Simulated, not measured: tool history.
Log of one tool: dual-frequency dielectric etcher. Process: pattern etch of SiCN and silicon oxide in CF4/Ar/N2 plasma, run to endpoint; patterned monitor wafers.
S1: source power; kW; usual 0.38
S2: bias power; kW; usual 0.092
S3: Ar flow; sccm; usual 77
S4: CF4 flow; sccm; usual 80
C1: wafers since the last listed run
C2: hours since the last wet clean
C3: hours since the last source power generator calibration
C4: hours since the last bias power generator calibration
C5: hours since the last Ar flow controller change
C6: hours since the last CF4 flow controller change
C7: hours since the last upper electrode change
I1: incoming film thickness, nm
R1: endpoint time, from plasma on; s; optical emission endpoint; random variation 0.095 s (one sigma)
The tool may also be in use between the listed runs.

run,hour,S1,S2,S3,S4,C1,C2,C3,C4,C5,C6,C7,I1,R1
1,0,0.38,0.083,77,80,0,271.1,4381.6,3836.7,2087.4,3172.2,5203.8,13.34,15.5
2,12.8,0.38,0.092,87,80,141,283.9,4394.4,3849.5,2100.2,3185,5216.6,13.5,15.7
3,27.5,0.38,0.092,87,80,162,298.6,4409.1,3864.2,2114.9,3199.7,5231.3,13.36,15.6
4,42.8,0.38,0.092,77,91,168,313.9,4424.4,3879.5,2130.2,3215,5246.6,13.33,14.6
# hour 81.4: upper electrode replaced
5,81.9,0.38,0.092,77,91,166,353,4463.5,3918.6,2169.3,3254.1,0.5,13.31,15
6,82.2,0.38,0.092,77,91,3,353.3,4463.8,3918.9,2169.6,3254.4,0.8,13.32,14.6
7,82.5,0.38,0.092,77,64,3,353.6,4464.1,3919.2,2169.9,3254.7,1.1,13.26,15.5
8,93.6,0.38,0.092,77,64,122,364.7,4475.2,3930.3,2181,3265.8,12.2,13.41,15.6
9,111.3,0.38,0.092,77,64,195,382.4,4492.9,3948,2198.7,3283.5,29.9,13.15,15.4
10,120.3,0.38,0.092,77,67,99,391.4,4501.9,3957,2207.7,3292.5,38.9,13.22,15.4
# hour 139.7: bias power generator calibrated
11,140.2,0.38,0.097,77,80,175,411.3,4521.8,0.5,2227.6,3312.4,58.8,13.44,15
# hour 152.5: Ar flow controller replaced
12,153,0.38,0.097,77,80,75,424.1,4534.6,13.3,0.5,3325.2,71.6,13.4,14.8
13,164.3,0.38,0.092,95,80,124,435.4,4545.9,24.6,11.8,3336.5,82.9,13.3,15.7
# hour 178.9: CF4 flow controller replaced
14,179.4,0.42,0.076,83,87,100,450.5,4561,39.7,26.9,0.5,98,13.24,14.1
# hour 196.6: source power generator calibrated
# hour 221.1: wet clean of the chamber
15,221.6,0.28,0.107,77,67,156,0.5,25,81.9,69.1,42.7,140.2,13.14,21.4
16,221.9,0.38,0.092,89,80,3,0.8,25.3,82.2,69.4,43,140.5,13.22,15.3
17,222.2,0.38,0.092,77,80,3,1.1,25.6,82.5,69.7,43.3,140.8,13.31,15.1
18,224.2,0.33,0.106,77,80,22,3.1,27.6,84.5,71.7,45.3,142.8,13.4,17.2
19,233.1,0.47,0.092,77,70,98,12,36.5,93.4,80.6,54.2,151.7,13.42,12.2
20,243,0.46,0.092,77,80,109,21.9,46.4,103.3,90.5,64.1,161.6,13.26,12.3
21,254.7,0.38,0.092,77,80,129,33.6,58.1,115,102.2,75.8,173.3,13.14,14.9
22,262.6,0.38,0.092,87,80,87,41.5,66,122.9,110.1,83.7,181.2,13.3,15.2

Run 23 comes next. What will it give?
23,271.6,0.42,0.105,67,86,99,50.5,75,131.9,119.1,92.7,190.2,13.38,?

{"run 23": {"R1": 12.9}}
Without the tool's hidden state the same run would have given R1 12.9 s.

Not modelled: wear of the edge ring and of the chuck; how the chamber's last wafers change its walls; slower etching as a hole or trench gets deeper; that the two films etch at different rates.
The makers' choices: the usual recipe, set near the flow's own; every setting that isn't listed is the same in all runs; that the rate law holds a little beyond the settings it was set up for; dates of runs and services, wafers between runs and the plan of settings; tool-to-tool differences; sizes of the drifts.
